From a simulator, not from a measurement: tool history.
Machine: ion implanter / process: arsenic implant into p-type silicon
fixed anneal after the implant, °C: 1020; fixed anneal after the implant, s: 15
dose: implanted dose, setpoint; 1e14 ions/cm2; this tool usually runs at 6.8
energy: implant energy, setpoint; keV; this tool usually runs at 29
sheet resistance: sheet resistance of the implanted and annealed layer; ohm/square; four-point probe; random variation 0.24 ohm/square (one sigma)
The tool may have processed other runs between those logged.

| run | hour | dose | energy | wafers since the last listed run | hours since the last dose calibration | hours since the extraction supply was calibrated | hours since the gauge calibration | read-back reference wafer on the same gauge, sheet resistance | sheet resistance |
|---|---|---|---|---|---|---|---|---|---|
| 1 | 0 | 6.8 | 29 | 0 | 1874.1 | 2732.6 | 418.8 | 175.87 | 156.46 |
| 2 | 40.9 | 6.8 | 29 | 701 | 1915 | 2773.5 | 459.7 | 175.99 | 156.22 |
| 3 | 49.9 | 6.8 | 29 | 154 | 1924 | 2782.5 | 468.7 | 176.02 | 156.39 |
| 4 | 61.9 | 6.8 | 36 | 205 | 1936 | 2794.5 | 480.7 | 175.97 | 150.06 |
| 5 | 78.8 | 6.8 | 36 | 289 | 1952.9 | 2811.4 | 497.6 | 175.94 | 150.13 |
| 6 | 87.9 | 6.8 | 36 | 156 | 1962 | 2820.5 | 506.7 | 175.93 | 150.3 |
| 7 | 124.6 | 6.8 | 29 | 629 | 1998.7 | 2857.2 | 543.4 | 175.97 | 155.71 |
| 8 | 131.5 | 6.8 | 29 | 118 | 2005.6 | 2864.1 | 550.3 | 176 | 155.67 |
| 9 | 143.3 | 6.8 | 29 | 202 | 2017.4 | 2875.9 | 562.1 | 175.99 | 156.55 |
| 10 | 160.3 | 6.8 | 29 | 291 | 2034.4 | 2892.9 | 579.1 | 175.97 | 156.16 |
| 11 | 166.5 | 7.91 | 29 | 106 | 2040.6 | 2899.1 | 585.3 | 176.11 | 140.16 |
| 12 | 176.8 | 7.91 | 29 | 176 | 2050.9 | 2909.4 | 595.6 | 175.97 | 140.22 |
| 13 | 183 | 6.8 | 29 | 106 | 2057.1 | 2915.6 | 601.8 | 175.95 | 156.1 |
|  | 192.9 | gauge calibrated |
| 14 | 198.2 | 6.8 | 29 | 260 | 2072.3 | 2930.8 | 5.3 | 176.03 | 155.68 |
|  | 212.8 | extraction supply calibrated |
| 15 | 245.5 | 6.34 | 29 | 673 | 2119.6 | 32.7 | 52.6 | 176.08 | 163.66 |
| 16 | 261.4 | 6.34 | 29 | 272 | 2135.5 | 48.6 | 68.5 | 176.03 | 164.14 |
| 17 | 268.6 | 6.34 | 29 | 123 | 2142.7 | 55.8 | 75.7 | 175.97 | 164.24 |
| 18 | 280.2 | 6.8 | 29 | 198 | 2154.3 | 67.4 | 87.3 | 176 | 155.29 |
| 19 | 292.2 | 6.8 | 25 | 205 | 2166.3 | 79.4 | 99.3 | 176.03 | 160.27 |
| 20 | 310.1 | 6.8 | 29 | 306 | 2184.2 | 97.3 | 117.2 | 176.04 | 155.58 |
| 21 | 318.5 | 8.78 | 19.5 | 144 | 2192.6 | 105.7 | 125.6 | 175.95 | 142.23 |
| 22 | 326.1 | 7.92 | 37.5 | 130 | 2200.2 | 113.3 | 133.2 | 175.92 | 133.29 |
|  | 336.9 | Faraday cup replaced and dose calibrated |
| 23 | 348.8 | 6.8 | 21.5 | 252 | 11.9 | 136 | 155.9 | 176.12 | 170.53 |
| 24 | 359.1 | 5.67 | 33.5 | 176 | 22.2 | 146.3 | 166.2 | 176.01 | 180.83 |
| 25 | 367.4 | 6.8 | 29 | 142 | 30.5 | 154.6 | 174.5 | 175.98 | 161.7 |
| 26 | 373.7 | 6.01 | 23.5 | 108 | 36.8 | 160.9 | 180.8 | 176.02 | 183.55 |
| 27 | 388.1 | 6.8 | 29 | 246 | 51.2 | 175.3 | 195.2 | 176.02 | 161.94 |
| 28 | 405.9 | 6.8 | 29 | 305 | 69 | 193.1 | 213 | 176.03 | 161.79 |
| 29 | 412.6 | 6.8 | 32.5 | 114 | 75.7 | 199.8 | 219.7 | 175.96 | 158.39 |
| 30 | 429.4 | 7.91 | 24 | 288 | 92.5 | 216.6 | 236.5 | 176.04 | 150.48 |
| 31 | 475.9 | 6.8 | 29 | 797 | 139 | 263.1 | 283 | 175.99 | 161.36 |
| 32 | 482.9 | 5.17 | 29 | 120 | 146 | 270.1 | 290 | 176.03 | 197.62 |
| 33 | 494.8 | 5.17 | 29 | 204 | 157.9 | 282 | 301.9 | 175.95 | 198.37 |
| 34 | 508.4 | 6.8 | 32.5 | 233 | 171.5 | 295.6 | 315.5 | 175.98 | 158.35 |
| 35 | 518.9 | 7.93 | 26 | 180 | 182 | 306.1 | 326 | 175.98 | 147.73 |
| 36 | 530.6 | 7.57 | 36 | 200 | 193.7 | 317.8 | 337.7 | 176.09 | 143.42 |

Branching from run 36: 5 alternative next runs. What would each branch give?
| A | 531 | 6.8 | 29 | 6 | 194.1 | 318.2 | 338.1 | ? | ? |
| B | 531 | 7.54 | 29 | 6 | 194.1 | 318.2 | 338.1 | ? | ? |
| C | 531 | 5.74 | 22.5 | 6 | 194.1 | 318.2 | 338.1 | ? | ? |
| D | 531 | 4.88 | 29 | 6 | 194.1 | 318.2 | 338.1 | ? | ? |
| E | 531 | 8.09 | 33 | 6 | 194.1 | 318.2 | 338.1 | ? | ? |

| run | read-back reference wafer on the same gauge, sheet resistance | sheet resistance |
|---|---|---|
| A | 175.95 | 161 |
| B | 175.95 | 149.48 |
| C | 175.95 | 190.14 |
| D | 175.95 | 206.08 |
| E | 175.95 | 138.76 |
Without the tool's unlogged condition, the same runs would have read:
| run | sheet resistance |
|---|---|
| A | 161.86 |
| B | 150.25 |
| C | 191.15 |
| D | 207.21 |
| E | 139.48 |

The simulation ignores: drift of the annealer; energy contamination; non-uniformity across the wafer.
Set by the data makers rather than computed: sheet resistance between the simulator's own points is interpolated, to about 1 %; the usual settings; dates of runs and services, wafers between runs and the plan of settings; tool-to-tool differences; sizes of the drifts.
